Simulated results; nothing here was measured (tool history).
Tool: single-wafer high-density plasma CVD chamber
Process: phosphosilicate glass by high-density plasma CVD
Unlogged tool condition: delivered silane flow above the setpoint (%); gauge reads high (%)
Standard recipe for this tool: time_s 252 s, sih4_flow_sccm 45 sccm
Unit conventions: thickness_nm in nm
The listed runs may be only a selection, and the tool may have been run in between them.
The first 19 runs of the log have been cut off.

| run | hour | time_s | sih4_flow_sccm | wafers since the last listed run | hours since the silane flow controller was replaced | hours since the gauge calibration | read-back reference wafer on the same gauge, thickness_nm | thickness_nm |
|---|---|---|---|---|---|---|---|---|
|  | 502.6 | silane flow controller replaced |
| 20 | 503.1 | 252 | 45 | 257 | 0.5 | 825.9 | 1200.309 | 1202.286 |
| 21 | 520.7 | 252 | 45 | 113 | 18.1 | 843.5 | 1203.456 | 1194.588 |
| 22 | 535.2 | 252 | 45 | 93 | 32.6 | 858.0 | 1198.592 | 1194.641 |
| 23 | 553.1 | 265 | 40 | 115 | 50.5 | 875.9 | 1198.238 | 1121.222 |
| 24 | 588.7 | 237 | 48 | 229 | 86.1 | 911.5 | 1202.281 | 1203.064 |
| 25 | 601.8 | 230 | 42 | 84 | 99.2 | 924.6 | 1197.992 | 1034.581 |
| 26 | 632.0 | 252 | 45 | 194 | 129.4 | 954.8 | 1197.122 | 1200.512 |
| 27 | 653.2 | 252 | 45 | 136 | 150.6 | 976.0 | 1202.332 | 1188.135 |
| 28 | 675.0 | 252 | 52 | 140 | 172.4 | 997.8 | 1200.240 | 1385.564 |
| 29 | 696.7 | 238 | 45 | 139 | 194.1 | 1019.5 | 1197.477 | 1137.609 |
| 30 | 715.2 | 206 | 37 | 119 | 212.6 | 1038.0 | 1200.458 | 804.821 |
| 31 | 750.6 | 252 | 45 | 228 | 248.0 | 1073.4 | 1202.041 | 1198.570 |
|  | 773.1 | gauge calibrated |
| 32 | 780.0 | 252 | 45 | 189 | 277.4 | 6.9 | 1200.592 | 1191.545 |
| 33 | 807.4 | 238 | 45 | 176 | 304.8 | 34.3 | 1198.989 | 1128.932 |
| 34 | 839.9 | 278 | 49 | 209 | 337.3 | 66.8 | 1199.212 | 1450.724 |
| 35 | 872.5 | 297 | 42 | 210 | 369.9 | 99.4 | 1202.573 | 1317.370 |
| 36 | 887.9 | 297 | 42 | 99 | 385.3 | 114.8 | 1201.363 | 1309.645 |
| 37 | 936.4 | 290 | 50 | 312 | 433.8 | 163.3 | 1198.759 | 1528.579 |
| 38 | 969.8 | 268 | 41 | 215 | 467.2 | 196.7 | 1201.779 | 1164.620 |
| 39 | 1001.5 | 225 | 41 | 204 | 498.9 | 228.4 | 1200.586 | 972.145 |
| 40 | 1033.6 | 212 | 51 | 207 | 531.0 | 260.5 | 1199.934 | 1145.285 |
| 41 | 1052.1 | 284 | 45 | 119 | 549.5 | 279.0 | 1198.224 | 1342.158 |
| 42 | 1066.9 | 274 | 45 | 95 | 564.3 | 293.8 | 1201.046 | 1293.825 |

Forecast run 43:
| 43 | 1092.4 | 219 | 38 | 164 | 589.8 | 319.3 | ? | ? |

{"run 43": {"read-back reference wafer on the same gauge, thickness_nm": 1200.657, "thickness_nm": 879.215}}
The same run, on a tool lacking any hidden state, would have yielded thickness_nm 879.215 nm.
